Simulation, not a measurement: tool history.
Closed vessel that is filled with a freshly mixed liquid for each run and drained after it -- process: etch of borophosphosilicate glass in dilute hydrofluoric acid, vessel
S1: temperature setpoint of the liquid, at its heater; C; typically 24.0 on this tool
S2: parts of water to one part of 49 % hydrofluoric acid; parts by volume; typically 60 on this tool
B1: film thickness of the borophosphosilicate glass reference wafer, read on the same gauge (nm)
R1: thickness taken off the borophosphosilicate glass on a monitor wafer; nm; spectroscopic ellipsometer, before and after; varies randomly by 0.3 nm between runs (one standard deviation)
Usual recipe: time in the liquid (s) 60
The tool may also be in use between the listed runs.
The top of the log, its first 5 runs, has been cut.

{"run": 6, "hour": 302.9, "S1": 23.0, "S2": 60, "time in the liquid (s)": 40, "B1": 140.02, "R1": 27.8}
{"run": 7, "hour": 363.5, "S1": 23.0, "S2": 60, "time in the liquid (s)": 40, "B1": 139.96, "R1": 27.7}
{"hour": 391.7, "done": "hydrofluoric acid flow meter replaced"}
{"run": 8, "hour": 425.5, "S1": 24.0, "S2": 60, "time in the liquid (s)": 60, "B1": 140.0, "R1": 44.74}
{"run": 9, "hour": 525.0, "S1": 24.0, "S2": 60, "time in the liquid (s)": 60, "B1": 140.04, "R1": 44.42}
{"run": 10, "hour": 597.1, "S1": 27.5, "S2": 60, "time in the liquid (s)": 60, "B1": 139.98, "R1": 51.07}
{"run": 11, "hour": 667.7, "S1": 29.0, "S2": 80, "time in the liquid (s)": 35, "B1": 140.01, "R1": 23.11}
{"run": 12, "hour": 726.8, "S1": 19.5, "S2": 45, "time in the liquid (s)": 50, "B1": 140.03, "R1": 42.04}
{"run": 13, "hour": 806.9, "S1": 19.5, "S2": 60, "time in the liquid (s)": 60, "B1": 140.03, "R1": 37.29}
{"run": 14, "hour": 1075.2, "S1": 24.0, "S2": 60, "time in the liquid (s)": 60, "B1": 140.01, "R1": 45.03}
{"run": 15, "hour": 1134.9, "S1": 24.0, "S2": 60, "time in the liquid (s)": 60, "B1": 140.02, "R1": 44.94}
{"hour": 1184.6, "done": "hydrofluoric acid flow meter replaced, repeated, since the last time left the tool worse"}
{"run": 16, "hour": 1217.1, "S1": 24.0, "S2": 60, "time in the liquid (s)": 90, "B1": 140.0, "R1": 63.06}
{"run": 17, "hour": 1280.7, "S1": 24.0, "S2": 60, "time in the liquid (s)": 60, "B1": 139.96, "R1": 41.91}
{"run": 18, "hour": 1332.1, "S1": 19.5, "S2": 60, "time in the liquid (s)": 60, "B1": 140.03, "R1": 34.57}
{"run": 19, "hour": 1603.4, "S1": 21.5, "S2": 60, "time in the liquid (s)": 80, "B1": 140.04, "R1": 50.88}
{"run": 20, "hour": 1665.9, "S1": 24.0, "S2": 60, "time in the liquid (s)": 60, "B1": 140.05, "R1": 42.6}
{"run": 21, "hour": 1757.1, "S1": 22.5, "S2": 60, "time in the liquid (s)": 60, "B1": 139.99, "R1": 40.21}
{"run": 22, "hour": 1849.3, "S1": 24.0, "S2": 60, "time in the liquid (s)": 60, "B1": 139.99, "R1": 42.8}
{"hour": 1854.0, "done": "thermometer replaced"}
{"run": 23, "hour": 1953.8, "S1": 24.0, "S2": 60, "time in the liquid (s)": 60, "B1": 139.96, "R1": 42.6}
{"run": 24, "hour": 2033.8, "S1": 24.0, "S2": 60, "time in the liquid (s)": 80, "B1": 140.04, "R1": 55.97}
{"run": 25, "hour": 2127.3, "S1": 24.0, "S2": 40, "time in the liquid (s)": 40, "B1": 140.0, "R1": 42.99}
{"run": 26, "hour": 2213.6, "S1": 20.5, "S2": 60, "time in the liquid (s)": 60, "B1": 140.04, "R1": 36.58}

What will run 27 give?
{"run": 27, "hour": 2294.3, "S1": 24.0, "S2": 60, "time in the liquid (s)": 60, "B1": "?", "R1": "?"}

B1: 139.99
R1: 42.33 nm
If the tool had no hidden condition, the same run with the same run-to-run variation would have returned R1 41.67 nm.

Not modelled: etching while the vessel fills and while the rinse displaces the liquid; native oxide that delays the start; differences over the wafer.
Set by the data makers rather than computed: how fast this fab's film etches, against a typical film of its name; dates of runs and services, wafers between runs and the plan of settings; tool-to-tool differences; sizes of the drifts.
